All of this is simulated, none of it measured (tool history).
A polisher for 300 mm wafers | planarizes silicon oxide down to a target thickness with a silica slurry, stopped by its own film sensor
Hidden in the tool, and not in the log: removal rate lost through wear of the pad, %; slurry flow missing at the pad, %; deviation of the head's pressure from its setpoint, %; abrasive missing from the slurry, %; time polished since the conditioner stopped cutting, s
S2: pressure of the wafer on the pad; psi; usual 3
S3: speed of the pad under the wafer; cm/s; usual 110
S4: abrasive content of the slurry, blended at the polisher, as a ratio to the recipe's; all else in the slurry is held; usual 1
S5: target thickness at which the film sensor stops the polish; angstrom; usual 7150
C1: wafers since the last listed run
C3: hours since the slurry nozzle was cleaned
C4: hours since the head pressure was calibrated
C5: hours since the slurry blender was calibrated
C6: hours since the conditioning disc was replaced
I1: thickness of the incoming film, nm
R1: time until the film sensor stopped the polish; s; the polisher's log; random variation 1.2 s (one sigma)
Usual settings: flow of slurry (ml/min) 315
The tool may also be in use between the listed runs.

run 1 day=0 | flow_of_slurry_(ml/min)=315 S2=3 S3=110 S4=1 S5=7150 | C1=0 wafers_polished_on_this_pad=98 C3=625.9 C4=148 C5=124.2 C6=317.8 | I1=921.4 | R1=88.1
-- day=0.283 slurry blender recalibrated
run 2 day=0.433 | flow_of_slurry_(ml/min)=315 S2=3 S3=110 S4=1 S5=7150 | C1=45 wafers_polished_on_this_pad=144 C3=636.3 C4=158.4 C5=3.6 C6=328.2 | I1=914.6 | R1=85.8
run 3 day=1 | flow_of_slurry_(ml/min)=315 S2=3 S3=110 S4=1 S5=7150 | C1=74 wafers_polished_on_this_pad=218 C3=649.9 C4=172 C5=17.2 C6=341.8 | I1=921.1 | R1=87.8
run 4 day=1.688 | flow_of_slurry_(ml/min)=230 S2=3 S3=110 S4=1 S5=7150 | C1=90 wafers_polished_on_this_pad=308 C3=666.4 C4=188.5 C5=33.7 C6=358.3 | I1=907.9 | R1=85.5
run 5 day=2.1 | flow_of_slurry_(ml/min)=230 S2=3 S3=110 S4=1 S5=7150 | C1=54 wafers_polished_on_this_pad=362 C3=676.3 C4=198.4 C5=43.6 C6=368.2 | I1=921.1 | R1=92.7
run 6 day=2.454 | flow_of_slurry_(ml/min)=315 S2=3 S3=110 S4=1 S5=7150 | C1=46 wafers_polished_on_this_pad=409 C3=684.8 C4=206.9 C5=52.1 C6=376.7 | I1=929.3 | R1=92.8
run 7 day=3.146 | flow_of_slurry_(ml/min)=315 S2=3 S3=110 S4=1 S5=7150 | C1=90 wafers_polished_on_this_pad=499 C3=701.4 C4=223.5 C5=68.7 C6=393.3 | I1=937.3 | R1=96.7
run 8 day=3.838 | flow_of_slurry_(ml/min)=315 S2=3 S3=84 S4=1.25 S5=7150 | C1=90 wafers_polished_on_this_pad=590 C3=718 C4=240.1 C5=85.3 C6=409.9 | I1=912.3 | R1=87.7
run 9 day=4.45 | flow_of_slurry_(ml/min)=315 S2=3 S3=84 S4=1.25 S5=7150 | C1=80 wafers_polished_on_this_pad=670 C3=732.7 C4=254.8 C5=100 C6=424.6 | I1=912.7 | R1=87.4
-- day=4.742 slurry blender recalibrated
-- day=4.812 conditioning disc replaced and pad reconditioned
run 10 day=4.833 | flow_of_slurry_(ml/min)=315 S2=3 S3=84 S4=1.25 S5=7150 | C1=30 wafers_polished_on_this_pad=700 C3=741.9 C4=264 C5=2.2 C6=0.5 | I1=931.9 | R1=87.9
run 11 day=5.412 | flow_of_slurry_(ml/min)=315 S2=3 S3=110 S4=1 S5=7150 | C1=75 wafers_polished_on_this_pad=776 C3=755.8 C4=277.9 C5=16.1 C6=14.4 | I1=917.1 | R1=77.4
-- day=5.779 head pressure recalibrated
-- day=6.221 worn pad replaced by a new one
run 12 day=6.242 | flow_of_slurry_(ml/min)=315 S2=3 S3=110 S4=1 S5=7150 | C1=75 wafers_polished_on_this_pad=2 C3=775.7 C4=11.1 C5=36 C6=34.3 | I1=919.1 | R1=82.6
run 13 day=6.85 | flow_of_slurry_(ml/min)=315 S2=3 S3=110 S4=0.75 S5=7150 | C1=79 wafers_polished_on_this_pad=82 C3=790.3 C4=25.7 C5=50.6 C6=48.9 | I1=910.1 | R1=91.5
run 14 day=8.025 | flow_of_slurry_(ml/min)=315 S2=3 S3=122 S4=1.15 S5=7150 | C1=153 wafers_polished_on_this_pad=236 C3=818.5 C4=53.9 C5=78.8 C6=77.1 | I1=915.7 | R1=75.4
run 15 day=8.358 | flow_of_slurry_(ml/min)=315 S2=2.5 S3=110 S4=1 S5=7150 | C1=43 wafers_polished_on_this_pad=280 C3=826.5 C4=61.9 C5=86.8 C6=85.1 | I1=914.9 | R1=96.6
run 16 day=8.671 | flow_of_slurry_(ml/min)=315 S2=3.4 S3=110 S4=1 S5=7150 | C1=40 wafers_polished_on_this_pad=321 C3=834 C4=69.4 C5=94.3 C6=92.6 | I1=920.6 | R1=77.5
run 17 day=9.133 | flow_of_slurry_(ml/min)=405 S2=3.9 S3=110 S4=1 S5=7150 | C1=60 wafers_polished_on_this_pad=381 C3=845.1 C4=80.5 C5=105.4 C6=103.7 | I1=932.8 | R1=71.1
-- day=9.217 slurry blender recalibrated
run 18 day=9.717 | flow_of_slurry_(ml/min)=315 S2=3 S3=136 S4=0.9 S5=7730 | C1=65 wafers_polished_on_this_pad=447 C3=859.1 C4=94.5 C5=12 C6=117.7 | I1=919 | R1=58.8
-- day=10.5 slurry nozzle cleaned
run 19 day=11.517 | flow_of_slurry_(ml/min)=315 S2=3 S3=110 S4=1.1 S5=7150 | C1=230 wafers_polished_on_this_pad=677 C3=24.4 C4=137.7 C5=55.2 C6=160.9 | I1=917.1 | R1=82.5
run 20 day=11.9 | flow_of_slurry_(ml/min)=360 S2=3 S3=110 S4=1.3 S5=7700 | C1=50 wafers_polished_on_this_pad=727 C3=33.6 C4=146.9 C5=64.4 C6=170.1 | I1=919 | R1=54.5
run 21 day=12.488 | flow_of_slurry_(ml/min)=315 S2=3 S3=110 S4=1 S5=7790 | C1=76 wafers_polished_on_this_pad=804 C3=47.7 C4=161 C5=78.5 C6=184.2 | I1=912.3 | R1=57.3
run 22 day=12.996 | flow_of_slurry_(ml/min)=315 S2=3 S3=110 S4=1 S5=7150 | C1=66 wafers_polished_on_this_pad=871 C3=59.9 C4=173.2 C5=90.7 C6=196.4 | I1=932.3 | R1=95.2
run 23 day=13.592 | flow_of_slurry_(ml/min)=240 S2=3 S3=110 S4=1.2 S5=7150 | C1=78 wafers_polished_on_this_pad=949 C3=74.2 C4=187.5 C5=105 C6=210.7 | I1=923.3 | R1=84.8
run 24 day=13.925 | flow_of_slurry_(ml/min)=315 S2=3 S3=110 S4=1 S5=6610 | C1=43 wafers_polished_on_this_pad=993 C3=82.2 C4=195.5 C5=113 C6=218.7 | I1=927.2 | R1=115.4
-- day=14.146 slurry blender recalibrated
run 25 day=14.667 | flow_of_slurry_(ml/min)=240 S2=3 S3=110 S4=1.2 S5=7150 | C1=86 wafers_polished_on_this_pad=1079 C3=100 C4=213.3 C5=12.5 C6=236.5 | I1=918.2 | R1=82.5
-- day=14.854 worn pad replaced by a new one
run 26 day=14.979 | flow_of_slurry_(ml/min)=315 S2=3.5 S3=74 S4=1 S5=6810 | C1=19 wafers_polished_on_this_pad=16 C3=107.5 C4=220.8 C5=20 C6=244 | I1=902.4 | R1=98.7

4 ways to go on from here, each from the tool as it stands after run 26. What would each give?
run A day=15 | flow_of_slurry_(ml/min)=315 S2=3 S3=110 S4=1 S5=7150 | C1=2 wafers_polished_on_this_pad=19 C3=108 C4=221.3 C5=20.5 C6=244.5 | I1=909 | R1=?
run B day=15 | flow_of_slurry_(ml/min)=315 S2=3 S3=140 S4=1 S5=7150 | C1=2 wafers_polished_on_this_pad=19 C3=108 C4=221.3 C5=20.5 C6=244.5 | I1=909 | R1=?
run C day=15 | flow_of_slurry_(ml/min)=315 S2=3 S3=140 S4=1.15 S5=7440 | C1=2 wafers_polished_on_this_pad=19 C3=108 C4=221.3 C5=20.5 C6=244.5 | I1=909 | R1=?
run D day=15 | flow_of_slurry_(ml/min)=315 S2=2.2 S3=76 S4=0.8 S5=6670 | C1=2 wafers_polished_on_this_pad=19 C3=108 C4=221.3 C5=20.5 C6=244.5 | I1=909 | R1=?

run=A R1=82.1
run=B R1=73.6
run=C R1=58.6
run=D R1=178.6
Without the tool's hidden state the same runs would have given:
run=A R1=73.7
run=B R1=65.1
run=C R1=51.8
run=D R1=166.4
